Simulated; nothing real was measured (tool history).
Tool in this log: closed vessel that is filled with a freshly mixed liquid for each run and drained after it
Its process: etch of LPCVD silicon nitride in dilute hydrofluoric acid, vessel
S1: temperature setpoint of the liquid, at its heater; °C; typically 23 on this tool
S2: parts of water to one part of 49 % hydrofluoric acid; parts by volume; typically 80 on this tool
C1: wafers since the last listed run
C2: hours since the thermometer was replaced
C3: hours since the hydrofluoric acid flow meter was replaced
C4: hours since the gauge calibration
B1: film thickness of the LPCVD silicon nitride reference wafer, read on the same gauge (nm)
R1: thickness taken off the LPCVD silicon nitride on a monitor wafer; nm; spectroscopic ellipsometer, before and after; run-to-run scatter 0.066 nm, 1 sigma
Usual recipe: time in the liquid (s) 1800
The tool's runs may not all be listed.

run 1 hour=0 | S1=23 S2=80 time_in_the_liquid_(s)=1800 | C1=0 C2=2166.8 C3=1276.1 C4=465.8 | B1=40.01 | R1=10.76
run 2 hour=17.6 | S1=23 S2=80 time_in_the_liquid_(s)=1800 | C1=434 C2=2184.4 C3=1293.7 C4=483.4 | B1=40.01 | R1=10.72
-- hour=45.5 gauge calibrated
run 3 hour=53.5 | S1=23 S2=80 time_in_the_liquid_(s)=1800 | C1=887 C2=2220.3 C3=1329.6 C4=8 | B1=39.99 | R1=10.7
run 4 hour=80.7 | S1=23 S2=80 time_in_the_liquid_(s)=1800 | C1=672 C2=2247.5 C3=1356.8 C4=35.2 | B1=39.97 | R1=10.82
run 5 hour=108.7 | S1=23 S2=60 time_in_the_liquid_(s)=1800 | C1=692 C2=2275.5 C3=1384.8 C4=63.2 | B1=40 | R1=14.13
run 6 hour=139.6 | S1=23 S2=60 time_in_the_liquid_(s)=1800 | C1=763 C2=2306.4 C3=1415.7 C4=94.1 | B1=40.02 | R1=14.35
run 7 hour=169.5 | S1=23 S2=60 time_in_the_liquid_(s)=1800 | C1=738 C2=2336.3 C3=1445.6 C4=124 | B1=40.02 | R1=14.34
run 8 hour=191.2 | S1=23 S2=80 time_in_the_liquid_(s)=2510 | C1=536 C2=2358 C3=1467.3 C4=145.7 | B1=40 | R1=14.95
run 9 hour=203.3 | S1=25 S2=80 time_in_the_liquid_(s)=1800 | C1=299 C2=2370.1 C3=1479.4 C4=157.8 | B1=39.99 | R1=12.27
run 10 hour=278.1 | S1=23 S2=80 time_in_the_liquid_(s)=1800 | C1=1848 C2=2444.9 C3=1554.2 C4=232.6 | B1=40 | R1=10.82
run 11 hour=299.7 | S1=23 S2=80 time_in_the_liquid_(s)=1800 | C1=533 C2=2466.5 C3=1575.8 C4=254.2 | B1=40.02 | R1=10.86
run 12 hour=319.2 | S1=23 S2=80 time_in_the_liquid_(s)=1800 | C1=481 C2=2486 C3=1595.3 C4=273.7 | B1=39.99 | R1=10.82
run 13 hour=351.5 | S1=23 S2=80 time_in_the_liquid_(s)=1800 | C1=798 C2=2518.3 C3=1627.6 C4=306 | B1=40.01 | R1=10.8
run 14 hour=397.7 | S1=23 S2=80 time_in_the_liquid_(s)=1800 | C1=1141 C2=2564.5 C3=1673.8 C4=352.2 | B1=39.96 | R1=10.84
run 15 hour=424.8 | S1=23 S2=80 time_in_the_liquid_(s)=2230 | C1=669 C2=2591.6 C3=1700.9 C4=379.3 | B1=39.99 | R1=13.58
run 16 hour=445.3 | S1=23 S2=80 time_in_the_liquid_(s)=1800 | C1=506 C2=2612.1 C3=1721.4 C4=399.8 | B1=40.02 | R1=10.81
run 17 hour=465.1 | S1=23 S2=80 time_in_the_liquid_(s)=2345 | C1=489 C2=2631.9 C3=1741.2 C4=419.6 | B1=40 | R1=13.99
-- hour=479.3 thermometer replaced
run 18 hour=488.2 | S1=20 S2=115 time_in_the_liquid_(s)=985 | C1=546 C2=8.9 C3=1764.3 C4=442.7 | B1=39.98 | R1=2.99
run 19 hour=510.1 | S1=23 S2=80 time_in_the_liquid_(s)=1800 | C1=541 C2=30.8 C3=1786.2 C4=464.6 | B1=39.99 | R1=9.42
run 20 hour=538.6 | S1=23 S2=60 time_in_the_liquid_(s)=1800 | C1=704 C2=59.3 C3=1814.7 C4=493.1 | B1=39.99 | R1=12.76
-- hour=545.5 hydrofluoric acid flow meter replaced
run 21 hour=562.9 | S1=26 S2=45 time_in_the_liquid_(s)=1060 | C1=575 C2=83.6 C3=17.4 C4=517.4 | B1=40.04 | R1=12.87
run 22 hour=594 | S1=18.5 S2=90 time_in_the_liquid_(s)=2775 | C1=768 C2=114.7 C3=48.5 C4=548.5 | B1=39.99 | R1=10.53
-- hour=604.7 gauge calibrated
run 23 hour=627.5 | S1=23 S2=115 time_in_the_liquid_(s)=2475 | C1=827 C2=148.2 C3=82 C4=22.8 | B1=40.01 | R1=10.02
run 24 hour=657 | S1=26.5 S2=60 time_in_the_liquid_(s)=1320 | C1=729 C2=177.7 C3=111.5 C4=52.3 | B1=39.99 | R1=12.57
run 25 hour=679.9 | S1=23 S2=95 time_in_the_liquid_(s)=865 | C1=565 C2=200.6 C3=134.4 C4=75.2 | B1=40 | R1=4.17
run 26 hour=696.6 | S1=21.5 S2=100 time_in_the_liquid_(s)=1800 | C1=412 C2=217.3 C3=151.1 C4=91.9 | B1=39.98 | R1=7.53
run 27 hour=727 | S1=23 S2=45 time_in_the_liquid_(s)=2340 | C1=751 C2=247.7 C3=181.5 C4=122.3 | B1=40.02 | R1=23.45
run 28 hour=746.9 | S1=26.5 S2=80 time_in_the_liquid_(s)=1800 | C1=491 C2=267.6 C3=201.4 C4=142.2 | B1=40.01 | R1=13.05
run 29 hour=763.7 | S1=25.5 S2=105 time_in_the_liquid_(s)=910 | C1=415 C2=284.4 C3=218.2 C4=159 | B1=40 | R1=4.73
run 30 hour=781.1 | S1=21 S2=115 time_in_the_liquid_(s)=1220 | C1=430 C2=301.8 C3=235.6 C4=176.4 | B1=39.97 | R1=4.33
run 31 hour=815.2 | S1=23 S2=55 time_in_the_liquid_(s)=2515 | C1=842 C2=335.9 C3=269.7 C4=210.5 | B1=39.98 | R1=21.03
run 32 hour=833.8 | S1=23 S2=80 time_in_the_liquid_(s)=2510 | C1=459 C2=354.5 C3=288.3 C4=229.1 | B1=40.01 | R1=14.63

Consider 4 possible next runs. They are alternatives, not a sequence: every one starts from the tool as it was left by run 32. What does each give?
run A hour=834.9 | S1=23 S2=80 time_in_the_liquid_(s)=2410 | C1=27 C2=355.6 C3=289.4 C4=230.2 | B1=? | R1=?
run B hour=834.9 | S1=21 S2=60 time_in_the_liquid_(s)=955 | C1=27 C2=355.6 C3=289.4 C4=230.2 | B1=? | R1=?
run C hour=834.9 | S1=23 S2=80 time_in_the_liquid_(s)=2375 | C1=27 C2=355.6 C3=289.4 C4=230.2 | B1=? | R1=?
run D hour=834.9 | S1=24.5 S2=80 time_in_the_liquid_(s)=2695 | C1=27 C2=355.6 C3=289.4 C4=230.2 | B1=? | R1=?

run=A B1=39.99 R1=13.73
run=B B1=39.99 R1=6.3
run=C B1=39.99 R1=13.53
run=D B1=39.99 R1=16.96
Stripped of hidden state, with their random variation kept, the same runs would have yielded:
run=A R1=13.29
run=B R1=6.09
run=C R1=13.09
run=D R1=16.42
